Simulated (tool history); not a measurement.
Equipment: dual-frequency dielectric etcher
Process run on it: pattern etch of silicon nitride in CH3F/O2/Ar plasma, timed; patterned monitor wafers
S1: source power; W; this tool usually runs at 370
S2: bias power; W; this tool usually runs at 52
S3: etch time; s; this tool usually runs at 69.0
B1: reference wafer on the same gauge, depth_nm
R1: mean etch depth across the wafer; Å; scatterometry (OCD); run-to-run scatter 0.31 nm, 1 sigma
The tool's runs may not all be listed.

run,hour,S1,S2,S3,B1,R1
1,0.0,370,56,69.0,40.80,495.5
# hour 119.9: gauge calibrated
# hour 219.4: wet clean of the chamber
2,219.9,330,43,69.0,40.75,460.5
3,228.5,330,43,69.0,40.84,459.8
4,294.7,330,43,69.0,40.79,455.8
5,342.7,370,52,53.5,40.82,375.5
6,388.5,370,52,53.5,40.85,371.4
# hour 423.8: bias power generator calibrated
7,456.1,370,52,69.0,40.85,476.9
# hour 483.7: source power generator calibrated
8,504.0,370,52,69.0,40.76,475.4
# hour 534.1: upper electrode replaced
9,537.8,330,43,69.0,40.89,443.8
10,585.6,370,52,88.5,40.72,593.0
# hour 648.2: wet clean of the chamber
11,648.7,370,60,69.0,40.83,509.9
# hour 663.9: gauge calibrated
12,701.6,370,52,69.0,40.65,489.7
13,744.9,370,58,69.0,40.73,501.4
14,772.1,400,52,69.0,40.79,488.7
15,822.0,370,52,69.0,40.85,478.0
16,857.4,370,61,78.5,40.66,560.4
17,890.6,330,46,50.0,40.85,330.2

Consider 5 possible next runs. They are alternatives, not a sequence: every one starts from the tool as it was left by run 17. What does each give?
A,891.0,370,52,69.0,?,?
B,891.0,410,56,59.0,?,?
C,891.0,370,61,69.0,?,?
D,891.0,300,44,80.0,?,?
E,891.0,370,58,83.5,?,?

run,B1,R1
A,40.81,473.5
B,40.81,422.5
C,40.81,491.4
D,40.81,503.7
E,40.81,587.6
Take away the tool's hidden state, keep each run's random variation, and the runs would have read:
run,R1
A,492.4
B,439.3
C,511.0
D,523.8
E,611.0

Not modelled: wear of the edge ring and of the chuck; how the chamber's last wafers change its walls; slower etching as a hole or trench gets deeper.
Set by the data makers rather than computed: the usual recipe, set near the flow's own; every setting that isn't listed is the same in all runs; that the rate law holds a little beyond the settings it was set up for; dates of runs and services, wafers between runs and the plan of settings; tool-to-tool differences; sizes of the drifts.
